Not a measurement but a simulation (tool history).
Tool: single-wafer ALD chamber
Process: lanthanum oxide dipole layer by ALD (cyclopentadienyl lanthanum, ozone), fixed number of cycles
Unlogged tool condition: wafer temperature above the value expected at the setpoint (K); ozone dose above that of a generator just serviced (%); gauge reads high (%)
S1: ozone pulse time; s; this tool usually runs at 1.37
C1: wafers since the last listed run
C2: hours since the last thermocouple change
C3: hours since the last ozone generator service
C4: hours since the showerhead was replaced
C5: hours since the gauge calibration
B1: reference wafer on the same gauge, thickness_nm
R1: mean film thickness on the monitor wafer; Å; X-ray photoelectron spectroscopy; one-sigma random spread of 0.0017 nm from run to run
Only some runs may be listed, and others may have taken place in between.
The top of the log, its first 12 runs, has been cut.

| run | day | S1 | C1 | C2 | C3 | C4 | C5 | B1 | R1 |
|---|---|---|---|---|---|---|---|---|---|
| 13 | 32.692 | 1.86 | 640 | 544.1 | 1433.8 | 156.1 | 2041.8 | 0.584 | 5.29 |
|  | 33.433 | ozone generator serviced |
| 14 | 34.654 | 1.03 | 659 | 591.2 | 29.3 | 203.2 | 2088.9 | 0.584 | 4.54 |
| 15 | 38.246 | 1.08 | 1453 | 677.4 | 115.5 | 289.4 | 2175.1 | 0.584 | 4.62 |
|  | 41.662 | gauge calibrated |
| 16 | 41.85 | 0.97 | 1458 | 763.9 | 202 | 375.9 | 4.5 | 0.584 | 4.29 |
| 17 | 43.946 | 1.69 | 848 | 814.2 | 252.3 | 426.2 | 54.8 | 0.584 | 5.3 |
| 18 | 46.038 | 1.84 | 846 | 864.4 | 302.5 | 476.4 | 105 | 0.584 | 5.37 |
| 19 | 49.108 | 1.73 | 1242 | 938.1 | 376.2 | 550.1 | 178.7 | 0.584 | 5.28 |
| 20 | 51.929 | 0.92 | 1141 | 1005.8 | 443.9 | 617.8 | 246.4 | 0.584 | 4.05 |
| 21 | 54.904 | 1.02 | 1203 | 1077.2 | 515.3 | 689.2 | 317.8 | 0.584 | 4.37 |
| 22 | 57.288 | 1.8 | 964 | 1134.4 | 572.5 | 746.4 | 375 | 0.584 | 5.3 |
| 23 | 61.55 | 1.81 | 1724 | 1236.7 | 674.8 | 848.7 | 477.3 | 0.584 | 5.32 |
| 24 | 63.108 | 1.37 | 630 | 1274.1 | 712.2 | 886.1 | 514.7 | 0.584 | 4.99 |
| 25 | 66.5 | 1.18 | 1372 | 1355.5 | 793.6 | 967.5 | 596.1 | 0.584 | 4.71 |
| 26 | 69.554 | 0.94 | 1235 | 1428.8 | 866.9 | 1040.8 | 669.4 | 0.584 | 4.04 |
| 27 | 71.596 | 1.37 | 826 | 1477.8 | 915.9 | 1089.8 | 718.4 | 0.584 | 4.93 |
| 28 | 73.158 | 0.83 | 632 | 1515.3 | 953.4 | 1127.3 | 755.9 | 0.584 | 3.62 |
| 29 | 76.983 | 1.14 | 1547 | 1607.1 | 1045.2 | 1219.1 | 847.7 | 0.584 | 4.57 |
| 30 | 79.9 | 0.93 | 1180 | 1677.1 | 1115.2 | 1289.1 | 917.7 | 0.584 | 4 |
| 31 | 83.375 | 0.9 | 1406 | 1760.5 | 1198.6 | 1372.5 | 1001.1 | 0.584 | 3.91 |
| 32 | 86.429 | 1.2 | 1235 | 1833.8 | 1271.9 | 1445.8 | 1074.4 | 0.583 | 4.69 |
| 33 | 88.179 | 1.37 | 708 | 1875.8 | 1313.9 | 1487.8 | 1116.4 | 0.584 | 4.93 |

5 options for the next run, each taken on its own from the tool as it stands now. Forecast them:
| A | 88.196 | 1.64 | 6 | 1876.2 | 1314.3 | 1488.2 | 1116.8 | ? | ? |
| B | 88.196 | 0.96 | 6 | 1876.2 | 1314.3 | 1488.2 | 1116.8 | ? | ? |
| C | 88.196 | 0.98 | 6 | 1876.2 | 1314.3 | 1488.2 | 1116.8 | ? | ? |
| D | 88.196 | 0.88 | 6 | 1876.2 | 1314.3 | 1488.2 | 1116.8 | ? | ? |
| E | 88.196 | 0.87 | 6 | 1876.2 | 1314.3 | 1488.2 | 1116.8 | ? | ? |

| run | B1 | R1 |
|---|---|---|
| A | 0.584 | 5.17 |
| B | 0.584 | 4.07 |
| C | 0.584 | 4.13 |
| D | 0.584 | 3.79 |
| E | 0.584 | 3.75 |
The same runs, with their run-to-run variation unchanged, on a tool lacking any hidden condition would have given:
| run | R1 |
|---|---|
| A | 5.3 |
| B | 4.38 |
| C | 4.44 |
| D | 4.12 |
| E | 4.08 |
